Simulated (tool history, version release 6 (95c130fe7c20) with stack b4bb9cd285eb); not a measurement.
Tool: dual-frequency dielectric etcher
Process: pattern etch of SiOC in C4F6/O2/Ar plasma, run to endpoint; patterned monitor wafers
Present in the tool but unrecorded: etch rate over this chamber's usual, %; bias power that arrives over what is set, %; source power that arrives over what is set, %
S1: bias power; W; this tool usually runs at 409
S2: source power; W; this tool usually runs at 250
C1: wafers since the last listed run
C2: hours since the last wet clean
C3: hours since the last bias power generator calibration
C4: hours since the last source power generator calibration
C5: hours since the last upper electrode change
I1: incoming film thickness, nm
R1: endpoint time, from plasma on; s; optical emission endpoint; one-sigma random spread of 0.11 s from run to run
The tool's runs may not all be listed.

run,hour,S1,S2,C1,C2,C3,C4,C5,I1,R1
1,0.0,464,250,0,194.6,3026.1,4298.1,5563.8,50.7,22.6
2,26.1,464,250,295,220.7,3052.2,4324.2,5589.9,51.9,23.0
3,61.1,464,250,395,255.7,3087.2,4359.2,5624.9,51.6,23.2
4,86.6,409,250,288,281.2,3112.7,4384.7,5650.4,51.4,24.1
5,110.7,409,250,272,305.3,3136.8,4408.8,5674.5,51.6,24.5
# hour 127.3: source power generator calibrated
6,157.9,409,250,488,352.5,3184.0,30.6,5721.7,51.2,24.4
# hour 191.6: upper electrode replaced
# hour 215.4: wet clean of the chamber
7,215.9,409,250,115,0.5,3242.0,88.6,24.3,51.9,22.3
8,216.2,431,270,3,0.8,3242.3,88.9,24.6,51.4,21.1
9,227.7,409,230,130,12.3,3253.8,100.4,36.1,51.9,23.4
10,248.8,366,270,238,33.4,3274.9,121.5,57.2,51.3,22.4
11,265.4,469,220,187,50.0,3291.5,138.1,73.8,51.8,22.5
# hour 300.6: wet clean of the chamber, repeated, since the last time left the tool worse
12,301.1,444,290,132,0.5,3327.2,173.8,109.5,51.7,21.5
13,312.5,474,280,128,11.9,3338.6,185.2,120.9,51.7,21.7
# hour 335.8: bias power generator calibrated
14,336.6,326,250,227,36.0,0.8,209.3,145.0,51.6,25.8
15,365.9,326,250,331,65.3,30.1,238.6,174.3,51.7,26.0
16,401.3,380,290,400,100.7,65.5,274.0,209.7,51.8,23.2

Predict the results of run 17:
17,423.7,357,270,253,123.1,87.9,296.4,232.1,51.5,?

R1: 24.2 s
Without the tool's hidden state the same run would have given R1 23.9 s.

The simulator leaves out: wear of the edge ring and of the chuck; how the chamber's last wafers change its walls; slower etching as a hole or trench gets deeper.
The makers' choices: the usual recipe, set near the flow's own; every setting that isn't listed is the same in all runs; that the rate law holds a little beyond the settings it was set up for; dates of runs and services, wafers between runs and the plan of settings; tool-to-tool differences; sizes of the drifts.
